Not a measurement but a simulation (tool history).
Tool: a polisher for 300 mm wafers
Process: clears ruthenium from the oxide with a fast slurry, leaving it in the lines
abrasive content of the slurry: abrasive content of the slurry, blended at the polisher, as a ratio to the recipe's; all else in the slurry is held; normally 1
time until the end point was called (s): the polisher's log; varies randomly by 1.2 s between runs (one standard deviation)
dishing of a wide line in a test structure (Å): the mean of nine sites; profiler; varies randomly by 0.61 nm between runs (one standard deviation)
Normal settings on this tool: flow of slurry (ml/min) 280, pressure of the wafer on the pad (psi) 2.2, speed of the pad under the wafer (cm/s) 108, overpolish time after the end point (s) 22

| run | hour | flow of slurry (ml/min) | pressure of the wafer on the pad (psi) | speed of the pad under the wafer (cm/s) | abrasive content of the slurry | overpolish time after the end point (s) | incoming thickness of the incoming film, nm | time until the end point was called (s) | dishing of a wide line in a test structure (Å) |
|---|---|---|---|---|---|---|---|---|---|
| 1 | 0 | 280 | 2.2 | 90 | 1 | 22 | 235.8 | 81.6 | 421 |
| 2 | 37.7 | 280 | 2.2 | 90 | 1 | 22 | 238.8 | 85.3 | 421 |
|  | 89.6 | slurry blender recalibrated |
| 3 | 140.8 | 280 | 2.2 | 108 | 1 | 22 | 240.5 | 69.2 | 489 |
| 4 | 251.7 | 280 | 2.2 | 108 | 1 | 22 | 238.3 | 67.9 | 483 |
|  | 310.1 | worn pad replaced by a new one |
| 5 | 355.2 | 340 | 2.2 | 108 | 1 | 22 | 243.4 | 62.4 | 533 |
|  | 366 | head pressure recalibrated |
| 6 | 415.9 | 185 | 2.2 | 108 | 1 | 14 | 237.6 | 70.3 | 334 |
|  | 442.7 | slurry nozzle cleaned |
| 7 | 453.1 | 280 | 2.2 | 108 | 1 | 22 | 234.7 | 67.6 | 483 |
| 8 | 526.8 | 280 | 2.2 | 108 | 1 | 22 | 244.1 | 72.7 | 484 |
| 9 | 772.5 | 280 | 2.2 | 108 | 1 | 22 | 241 | 70.2 | 488 |
| 10 | 851.4 | 280 | 1.9 | 140 | 1 | 11 | 238.3 | 65.1 | 308 |
| 11 | 927 | 280 | 2.2 | 108 | 1.15 | 16 | 241.1 | 61.5 | 408 |
|  | 951 | slurry blender recalibrated |
| 12 | 973.6 | 370 | 2.2 | 108 | 1 | 12 | 244.6 | 68.8 | 309 |
| 13 | 1057.8 | 215 | 1.5 | 108 | 0.8 | 22 | 240 | 120.8 | 323 |
| 14 | 1111 | 280 | 2.2 | 86 | 1 | 22 | 244.1 | 85.3 | 432 |
|  | 1165 | worn pad replaced by a new one |
|  | 1191.2 | head pressure recalibrated |
| 15 | 1196.3 | 325 | 2.2 | 92 | 1 | 28 | 235.9 | 79.8 | 526 |
| 16 | 1250.6 | 280 | 2.2 | 108 | 1.2 | 10 | 240.2 | 62.6 | 287 |
|  | 1307.5 | slurry nozzle cleaned |
| 17 | 1348 | 280 | 2.2 | 108 | 1 | 22 | 241.8 | 72.4 | 476 |
| 18 | 1454.2 | 365 | 1.8 | 108 | 1.1 | 22 | 238.9 | 82.9 | 433 |
| 19 | 1539.4 | 190 | 2.8 | 128 | 1 | 17 | 241.5 | 49 | 525 |
| 20 | 1579.4 | 230 | 2.2 | 108 | 1 | 29 | 238.9 | 69.3 | 587 |
| 21 | 1677.8 | 210 | 2.4 | 94 | 1 | 22 | 240 | 76.5 | 453 |
| 22 | 1714.9 | 280 | 2.2 | 108 | 1 | 22 | 238.8 | 69.9 | 499 |
|  | 1727.2 | slurry blender recalibrated |
| 23 | 1783 | 330 | 3 | 72 | 1 | 22 | 239.7 | 77.2 | 468 |
| 24 | 1845.8 | 280 | 2.2 | 108 | 1.15 | 22 | 239 | 62.3 | 520 |
|  | 1869.9 | worn pad replaced by a new one |
|  | 1907.8 | head pressure recalibrated |
| 25 | 1925.9 | 200 | 1.7 | 108 | 1 | 25 | 238.1 | 90.9 | 435 |

Expected results for the next run?
| 26 | 2002.1 | 280 | 2.2 | 108 | 1.1 | 27 | 243 | ? | ? |

time until the end point was called (s): 69.1
dishing of a wide line in a test structure (Å): 587
With no hidden state in the tool, this same run would have given time until the end point was called (s) 66.5, dishing of a wide line in a test structure (Å) 602.

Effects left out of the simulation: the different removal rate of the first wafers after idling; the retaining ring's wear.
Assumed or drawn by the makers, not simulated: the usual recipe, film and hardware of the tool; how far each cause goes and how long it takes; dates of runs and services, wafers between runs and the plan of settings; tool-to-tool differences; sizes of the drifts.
